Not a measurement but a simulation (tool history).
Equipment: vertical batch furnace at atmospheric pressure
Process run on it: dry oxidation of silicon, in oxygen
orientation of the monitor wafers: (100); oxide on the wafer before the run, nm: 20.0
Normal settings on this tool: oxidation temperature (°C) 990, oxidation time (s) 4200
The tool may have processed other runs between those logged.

run	hour	oxidation temperature (°C)	oxidation time (s)	wafers since the last listed run	hours since the last temperature calibration	hours since the boat lift was adjusted	hours since the gauge calibration	read-back reference wafer on the same gauge, thickness	oxide thickness on the monitor wafer (Å)
1	0	990	4200	0	3909	994.3	824.4	57.98	561.6
2	38	1009	4200	481	3947	1032.3	862.4	58.03	654.1
3	68.4	1001	4200	384	3977.4	1062.7	892.8	57.97	611.1
4	106.8	1000	4200	486	4015.8	1101.1	931.2	57.96	606.7
5	175.6	1000	4200	871	4084.6	1169.9	1000	57.99	606.1
6	256.8	1000	4200	1028	4165.8	1251.1	1081.2	57.97	607
7	285.6	990	4200	364	4194.6	1279.9	1110	57.99	561.4
8	339.5	990	4200	682	4248.5	1333.8	1163.9	58.02	561.2
9	366.7	990	4200	344	4275.7	1361	1191.1	57.99	563.9
10	498.3	990	4200	1666	4407.3	1492.6	1322.7	58	561.9
# hour 543.7: thermocouples replaced and temperature profile calibrated
11	544.2	990	2520	277	0.5	1538.5	1368.6	58	416.4
12	580.1	990	2520	454	36.4	1574.4	1404.5	58.02	419.1
# hour 639.4: boat lift adjusted
13	642.3	990	2520	483	98.6	2.9	1466.7	57.99	427.9
14	710	997	4200	857	166.3	70.6	1534.4	58.01	585.7
15	765.3	990	5310	700	221.6	125.9	1589.7	57.96	634.7
16	789.9	990	5310	311	246.2	150.5	1614.3	58	631.8
# hour 800.6: gauge calibrated
17	814.2	990	5310	307	270.5	174.8	13.6	57.99	633.9
18	879.8	990	4200	830	336.1	240.4	79.2	57.99	554.5
19	937.9	998	3570	735	394.2	298.5	137.3	57.99	540.3
20	1003.9	990	4200	835	460.2	364.5	203.3	57.99	551.9
21	1067.3	971	5370	802	523.6	427.9	266.7	58.02	563.1
22	1092.8	1001	4200	322	549.1	453.4	292.2	58	604.3
23	1153.6	980	2970	769	609.9	514.2	353	58.04	433.8
24	1194.6	980	5190	519	650.9	555.2	394	58.03	585.2
25	1228.8	1006	4740	433	685.1	589.4	428.2	58	671.3
26	1264.5	990	5730	452	720.8	625.1	463.9	58.01	664.2
27	1314.2	982	2220	629	770.5	674.8	513.6	57.99	385.5
28	1354.8	990	4200	514	811.1	715.4	554.2	58.03	554.4
29	1402.1	981	6060	598	858.4	762.7	601.5	58.01	644.6
30	1472.6	990	2760	892	928.9	833.2	672	58.02	443.4
31	1511.6	1008	2280	493	967.9	872.2	711	57.97	460.8
32	1579.5	990	4200	859	1035.8	940.1	778.9	58	555.5
33	1618.4	974	4200	492	1074.7	979	817.8	57.99	505.7
34	1648.3	1011	2430	378	1104.6	1008.9	847.7	58	489.4
35	1694.8	1000	3510	588	1151.1	1055.4	894.2	57.99	543.7
36	1764.2	1004	2700	878	1220.5	1124.8	963.6	58.02	486.5
37	1882.7	981	4200	1500	1339	1243.3	1082.1	57.99	522.9
38	1946.2	979	5790	804	1402.5	1306.8	1145.6	57.97	616.2
39	2010.1	980	4200	809	1466.4	1370.7	1209.5	58	519.9

Hidden condition of the tool, last listed run before each entry between runs versus first listed run after:
Logged between run 10 and run 11: thermocouples replaced and temperature profile calibrated (hour 543.7)
  true tube temperature minus thermocouple reading, K: 4.99 -> 0.178; monitor wafer colder than the profiled boat position, K: 3.63 -> 3.65
  difference, measured minus the result without the unlogged condition, oxide thickness on the monitor wafer (Å): +5.5 -> -8.8
Logged between run 12 and run 13: boat lift adjusted (hour 639.4)
  true tube temperature minus thermocouple reading, K: 0.293 -> 0.488; monitor wafer colder than the profiled boat position, K: 3.66 -> 0.142
  difference, measured minus the result without the unlogged condition, oxide thickness on the monitor wafer (Å): -8.7 -> +0.9
Logged between run 16 and run 17: gauge calibrated (hour 800.6)
  true tube temperature minus thermocouple reading, K: 0.92 -> 0.988; monitor wafer colder than the profiled boat position, K: 0.94 -> 1.05
  difference, measured minus the result without the unlogged condition, oxide thickness on the monitor wafer (Å): -0.1 -> -0.3
